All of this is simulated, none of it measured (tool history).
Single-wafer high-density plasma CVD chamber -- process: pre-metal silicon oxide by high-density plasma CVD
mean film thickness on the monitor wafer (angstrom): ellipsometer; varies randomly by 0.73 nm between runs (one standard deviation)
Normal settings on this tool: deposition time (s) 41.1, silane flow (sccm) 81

| run | hour | deposition time (s) | silane flow (sccm) | read-back reference wafer on the same gauge, thickness_nm | mean film thickness on the monitor wafer (angstrom) |
|---|---|---|---|---|---|
| 1 | 0.0 | 41.1 | 85 | 400.915 | 3471.77 |
| 2 | 24.1 | 41.1 | 85 | 400.897 | 3472.11 |
| 3 | 51.7 | 47.4 | 72 | 401.193 | 3388.37 |
| 4 | 101.2 | 47.4 | 72 | 400.974 | 3380.18 |
| 5 | 168.6 | 41.1 | 81 | 401.022 | 3296.35 |
| 6 | 231.0 | 41.1 | 81 | 400.978 | 3296.14 |
| 7 | 283.7 | 43.8 | 81 | 401.001 | 3520.93 |
| 8 | 315.5 | 47.4 | 72 | 401.050 | 3375.10 |
| 9 | 365.6 | 34.9 | 92 | 400.884 | 3179.72 |
|  | 395.8 | gauge calibrated |
|  | 464.1 | silane flow controller replaced |
| 10 | 491.0 | 36.2 | 85 | 400.878 | 3411.91 |
| 11 | 525.0 | 33.4 | 95 | 401.070 | 3520.24 |
|  | 557.1 | silane flow controller replaced, repeated, since the last time left the tool worse |
| 12 | 573.7 | 33.3 | 68 | 401.148 | 2316.57 |
| 13 | 620.0 | 36.0 | 91 | 400.990 | 3352.35 |
| 14 | 691.2 | 47.7 | 76 | 401.077 | 3703.20 |
| 15 | 748.1 | 47.8 | 66 | 401.078 | 3226.36 |

Predict each of these 5 candidate next runs independently; none follows another, all start after run 15:
| A | 748.5 | 41.1 | 81 | ? | ? |
| B | 748.5 | 43.7 | 72 | ? | ? |
| C | 748.5 | 41.1 | 95 | ? | ? |
| D | 748.5 | 33.7 | 86 | ? | ? |
| E | 748.5 | 41.1 | 93 | ? | ? |

| run | read-back reference wafer on the same gauge, thickness_nm | mean film thickness on the monitor wafer (angstrom) |
|---|---|---|
| A | 400.867 | 3397.02 |
| B | 400.867 | 3210.59 |
| C | 400.867 | 3984.16 |
| D | 400.867 | 2957.33 |
| E | 400.867 | 3900.28 |
Stripped of hidden state, with their random variation kept, the same runs would have yielded:
| run | mean film thickness on the monitor wafer (angstrom) |
|---|---|
| A | 3428.80 |
| B | 3240.63 |
| C | 4021.43 |
| D | 2985.00 |
| E | 3936.77 |
